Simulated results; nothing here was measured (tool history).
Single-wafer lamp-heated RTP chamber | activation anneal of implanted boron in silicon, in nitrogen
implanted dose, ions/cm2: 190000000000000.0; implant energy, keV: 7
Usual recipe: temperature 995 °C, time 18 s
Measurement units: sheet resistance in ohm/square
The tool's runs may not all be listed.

run	day	temperature	time	wafers since the last listed run	wafers since the last pyrometer calibration	wafers since the reflector plate was cleaned	hours since the gauge calibration	read-back reference wafer on the same gauge, sheet resistance	sheet resistance
1	0.000	995	18	0	927	4689	141.9	467.93	562.55
2	1.012	995	12	242	1169	4931	166.2	467.77	564.36
# day 1.838: pyrometer window cleaned and pyrometer calibrated
3	1.858	985	12	122	5	5054	186.5	468.02	571.02
4	2.867	995	18	241	246	5296	210.7	468.03	565.41
5	4.171	995	18	312	559	5608	242.0	467.84	563.24
6	6.500	995	18	558	1117	6167	297.9	467.98	561.90
# day 7.367: pyrometer window cleaned and pyrometer calibrated
7	7.388	995	18	132	4	6299	319.2	468.10	564.76
# day 7.842: reflector plate cleaned
8	7.862	974	18	33	38	5	330.6	467.90	571.70
# day 8.512: gauge calibrated
9	8.921	974	18	253	292	258	9.8	467.75	571.44
10	9.479	974	18	133	426	392	23.2	467.98	570.54
# day 12.933: pyrometer window cleaned and pyrometer calibrated
11	13.383	995	11	855	107	1248	116.9	467.99	565.93
12	14.862	981	9	354	462	1602	152.4	467.95	572.39
13	15.600	995	18	176	639	1779	170.1	468.17	564.03
14	16.142	977	10	129	769	1909	183.1	468.34	571.85
15	16.662	1016	18	124	893	2034	195.6	468.06	558.13
16	18.038	995	18	329	1223	2363	228.6	467.86	560.90
# day 18.908: pyrometer window cleaned and pyrometer calibrated
17	19.325	995	18	228	99	2592	259.5	467.68	565.46
18	20.821	1022	18	358	458	2951	295.4	468.32	559.00
19	22.271	983	10	347	805	3298	330.2	468.12	570.01
20	22.900	995	29	150	956	3449	345.3	468.10	560.48
21	24.275	1023	18	329	1285	3778	378.3	467.87	559.79

3 ways to go on from here, each from the tool as it stands after run 21. What would each give?
A	24.292	1020	18	3	1289	3782	378.7	?	?
B	24.292	983	18	3	1289	3782	378.7	?	?
C	24.292	985	29	3	1289	3782	378.7	?	?

run	read-back reference wafer on the same gauge, sheet resistance	sheet resistance
A	468.03	557.95
B	468.03	564.61
C	468.03	561.29
Without the tool's hidden state the same runs would have given:
run	sheet resistance
A	559.28
B	568.26
C	564.18

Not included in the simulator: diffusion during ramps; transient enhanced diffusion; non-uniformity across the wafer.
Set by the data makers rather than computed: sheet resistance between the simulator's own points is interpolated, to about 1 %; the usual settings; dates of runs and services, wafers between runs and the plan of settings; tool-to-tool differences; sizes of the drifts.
